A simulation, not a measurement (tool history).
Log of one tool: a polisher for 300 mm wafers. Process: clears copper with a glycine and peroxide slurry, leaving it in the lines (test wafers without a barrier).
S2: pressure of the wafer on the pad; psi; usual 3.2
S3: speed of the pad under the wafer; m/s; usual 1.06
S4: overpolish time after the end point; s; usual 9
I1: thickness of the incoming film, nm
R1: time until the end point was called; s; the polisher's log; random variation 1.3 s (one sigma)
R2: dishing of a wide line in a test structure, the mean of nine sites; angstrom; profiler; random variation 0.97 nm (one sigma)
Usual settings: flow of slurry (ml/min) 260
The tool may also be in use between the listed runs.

run 1 hour=0 | flow_of_slurry_(ml/min)=260 S2=3.2 S3=1.06 S4=9 | I1=436.8 | R1=72.9 R2=381
run 2 hour=76.9 | flow_of_slurry_(ml/min)=260 S2=3.2 S3=1.06 S4=9 | I1=425.9 | R1=75.1 R2=384
run 3 hour=146.5 | flow_of_slurry_(ml/min)=260 S2=3.2 S3=1.06 S4=9 | I1=429.3 | R1=78.2 R2=371
run 4 hour=222.9 | flow_of_slurry_(ml/min)=260 S2=3.2 S3=1.06 S4=9 | I1=421.5 | R1=76.5 R2=379
-- hour=246.3 slurry nozzle cleaned
run 5 hour=273.6 | flow_of_slurry_(ml/min)=260 S2=3.2 S3=1.06 S4=9 | I1=430.6 | R1=78.6 R2=361
run 6 hour=364.5 | flow_of_slurry_(ml/min)=260 S2=3.2 S3=1.14 S4=9 | I1=427.5 | R1=78.3 R2=373
-- hour=462.9 worn pad replaced by a new one
run 7 hour=463.4 | flow_of_slurry_(ml/min)=260 S2=3.2 S3=1.14 S4=9 | I1=435.6 | R1=68.9 R2=405
run 8 hour=561.7 | flow_of_slurry_(ml/min)=260 S2=3.2 S3=1.06 S4=11 | I1=430.8 | R1=77.7 R2=454
run 9 hour=641.5 | flow_of_slurry_(ml/min)=260 S2=3.2 S3=1.06 S4=11 | I1=424.8 | R1=77.2 R2=437
run 10 hour=689.9 | flow_of_slurry_(ml/min)=260 S2=2.3 S3=1.2 S4=9 | I1=434.5 | R1=91.4 R2=304
run 11 hour=725.9 | flow_of_slurry_(ml/min)=260 S2=2.3 S3=1.2 S4=9 | I1=431.9 | R1=91.4 R2=317
run 12 hour=778.5 | flow_of_slurry_(ml/min)=210 S2=3.2 S3=1.4 S4=8 | I1=424 | R1=64.4 R2=378
run 13 hour=841.3 | flow_of_slurry_(ml/min)=175 S2=3.2 S3=0.76 S4=9 | I1=436.9 | R1=114.3 R2=270
run 14 hour=913.7 | flow_of_slurry_(ml/min)=190 S2=4.3 S3=1.06 S4=9 | I1=430.3 | R1=67.6 R2=415
-- hour=916.9 slurry nozzle cleaned
run 15 hour=964.8 | flow_of_slurry_(ml/min)=260 S2=3.9 S3=0.88 S4=9 | I1=426.7 | R1=84.5 R2=343
run 16 hour=1004.3 | flow_of_slurry_(ml/min)=260 S2=3.2 S3=1.44 S4=9 | I1=432.6 | R1=64.8 R2=417
run 17 hour=1082.8 | flow_of_slurry_(ml/min)=190 S2=4.3 S3=1.06 S4=9 | I1=429.8 | R1=73.6 R2=385
-- hour=1120.2 head pressure recalibrated
run 18 hour=1129.5 | flow_of_slurry_(ml/min)=290 S2=3.2 S3=1.06 S4=9 | I1=427.6 | R1=77.5 R2=364
run 19 hour=1207.4 | flow_of_slurry_(ml/min)=260 S2=3.2 S3=1.06 S4=7 | I1=423.9 | R1=80 R2=276
-- hour=1235.8 worn pad replaced by a new one
run 20 hour=1273.9 | flow_of_slurry_(ml/min)=260 S2=3.2 S3=1.06 S4=9 | I1=427.3 | R1=72.5 R2=377
run 21 hour=1381.8 | flow_of_slurry_(ml/min)=260 S2=2.5 S3=1.06 S4=7 | I1=429.5 | R1=89.5 R2=257
run 22 hour=1422.5 | flow_of_slurry_(ml/min)=325 S2=3.2 S3=1.34 S4=7 | I1=437.5 | R1=62.7 R2=366
-- hour=1511.8 slurry nozzle cleaned
run 23 hour=1525.7 | flow_of_slurry_(ml/min)=260 S2=3.2 S3=1.06 S4=9 | I1=423.9 | R1=74.3 R2=370
run 24 hour=1612.8 | flow_of_slurry_(ml/min)=260 S2=4.1 S3=1.06 S4=7 | I1=436.8 | R1=64.5 R2=353
run 25 hour=1683.7 | flow_of_slurry_(ml/min)=315 S2=4.1 S3=1.06 S4=6 | I1=433.8 | R1=66 R2=319
run 26 hour=1763.9 | flow_of_slurry_(ml/min)=330 S2=3.2 S3=1.06 S4=9 | I1=433.5 | R1=80.6 R2=348
run 27 hour=1867 | flow_of_slurry_(ml/min)=340 S2=3.2 S3=1.06 S4=9 | I1=425.2 | R1=83 R2=359
-- hour=1948.7 worn pad replaced by a new one
run 28 hour=1951.6 | flow_of_slurry_(ml/min)=305 S2=3.2 S3=1.28 S4=11 | I1=427.9 | R1=64 R2=493

Forecast run 29:
run 29 hour=2008.7 | flow_of_slurry_(ml/min)=175 S2=3.2 S3=0.76 S4=9 | I1=424.3 | R1=? R2=?

Run 29 gave R1 107.3 s, R2 273 angstrom.
Without the tool's hidden state the same run would have given R1 96.5 s, R2 301 angstrom.
